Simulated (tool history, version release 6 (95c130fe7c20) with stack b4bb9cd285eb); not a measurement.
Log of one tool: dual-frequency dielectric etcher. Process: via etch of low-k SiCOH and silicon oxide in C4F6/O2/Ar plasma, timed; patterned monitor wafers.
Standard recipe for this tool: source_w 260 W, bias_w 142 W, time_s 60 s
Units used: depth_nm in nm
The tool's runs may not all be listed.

run	hour	source_w	bias_w	time_s	wafers since the last listed run	hours since the last wet clean	hours since the last source power generator calibration	hours since the last bias power generator calibration	hours since the last upper electrode change	hours since the gauge calibration	read-back reference wafer on the same gauge, depth_nm	depth_nm
1	0	260	142	51	0	46.7	1697.3	4596.4	3252.8	882	137.1	106
2	55.3	260	142	51	763	102	1752.6	4651.7	3308.1	937.3	137	106.2
3	106.8	260	150	60	711	153.5	1804.1	4703.2	3359.6	988.8	137	127.4
4	139.7	260	142	60	454	186.4	1837	4736.1	3392.5	1021.7	136.9	124.9
5	189.1	260	142	60	682	235.8	1886.4	4785.5	3441.9	1071.1	136.9	124.4
6	297.9	260	142	60	1502	344.6	1995.2	4894.3	3550.7	1179.9	137	125
7	325.5	260	142	46.5	381	372.2	2022.8	4921.9	3578.3	1207.5	137.1	96.1
# hour 357.7: gauge calibrated
8	384.2	260	142	60	810	430.9	2081.5	4980.6	3637	26.5	137.1	123.4
9	439.9	260	142	60	769	486.6	2137.2	5036.3	3692.7	82.2	137.1	124.2
# hour 507.9: upper electrode replaced
# hour 510.5: wet clean of the chamber
10	511	260	142	60	613	0.5	2208.3	5107.4	3.1	153.3	137	124.4
11	523.2	260	142	60	168	12.7	2220.5	5119.6	15.3	165.5	137	123.8
12	568	260	142	60	618	57.5	2265.3	5164.4	60.1	210.3	137.1	124
# hour 592.2: source power generator calibrated
13	612.1	260	142	60	553	101.6	19.9	5208.5	104.2	254.4	136.9	122.2
14	683.3	280	125	69	983	172.8	91.1	5279.7	175.4	325.6	137.1	137.8
15	753.2	300	120	74.5	965	242.7	161	5349.6	245.3	395.5	136.9	152.7
16	805.2	210	111	75.5	718	294.7	213	5401.6	297.3	447.5	136.9	129.5
17	845.3	240	115	54	553	334.8	253.1	5441.7	337.4	487.6	137	99.1
18	901	260	142	60	769	390.5	308.8	5497.4	393.1	543.3	136.8	124.7
19	938.7	260	122	60	520	428.2	346.5	5535.1	430.8	581	137	116.5
# hour 1000.5: wet clean of the chamber
20	1001	240	111	60	528	0.5	408.8	5597.4	493.1	643.3	137	110
21	1044.5	240	129	72	600	44	452.3	5640.9	536.6	686.8	137	138.4
22	1099.1	300	175	60	753	98.6	506.9	5695.5	591.2	741.4	136.8	141
# hour 1127.2: bias power generator calibrated
23	1145.1	240	171	48.5	579	144.6	552.9	17.9	637.2	787.4	137.1	103.3
24	1198.5	200	162	68.5	737	198	606.3	71.3	690.6	840.8	136.8	133
25	1247.5	260	107	68.5	676	247	655.3	120.3	739.6	889.8	137	127.3
26	1276.1	320	161	73	394	275.6	683.9	148.9	768.2	918.4	137.1	171.9
27	1334.9	210	142	69	811	334.4	742.7	207.7	827	977.2	136.9	129.5
28	1388.1	260	150	60	734	387.6	795.9	260.9	880.2	1030.4	137.1	126.9
29	1421.7	260	142	60	463	421.2	829.5	294.5	913.8	1064	136.8	124.8
30	1464.9	260	158	60	596	464.4	872.7	337.7	957	1107.2	137	129.5

What differs in the tool's unlogged condition from the final listed run ahead of each entry between runs to the first listed run following it?
Runs 7 to 8: gauge calibrated (hour 357.7)
  source power that arrives over what is set, %: 4.93 -> 4.96
  difference, measured minus the result without the unlogged condition, depth_nm: +2 -> +2.5 nm
Runs 9 to 10: upper electrode replaced (hour 507.9); wet clean of the chamber (hour 510.5)
  source power that arrives over what is set, %: 4.98 -> 5.01
  difference, measured minus the result without the unlogged condition, depth_nm: +2.6 -> +2.6 nm
Runs 12 to 13: source power generator calibrated (hour 592.2)
  source power that arrives over what is set, %: 5.03 -> 1.04
  difference, measured minus the result without the unlogged condition, depth_nm: +2.6 -> +0.5 nm
Runs 19 to 20: wet clean of the chamber (hour 1000.5)
  source power that arrives over what is set, %: 2.8 -> 3.06
  difference, measured minus the result without the unlogged condition, depth_nm: +1.4 -> +1.4 nm
Runs 22 to 23: bias power generator calibrated (hour 1127.2)
  source power that arrives over what is set, %: 3.43 -> 3.59
  difference, measured minus the result without the unlogged condition, depth_nm: +2 -> +1.5 nm

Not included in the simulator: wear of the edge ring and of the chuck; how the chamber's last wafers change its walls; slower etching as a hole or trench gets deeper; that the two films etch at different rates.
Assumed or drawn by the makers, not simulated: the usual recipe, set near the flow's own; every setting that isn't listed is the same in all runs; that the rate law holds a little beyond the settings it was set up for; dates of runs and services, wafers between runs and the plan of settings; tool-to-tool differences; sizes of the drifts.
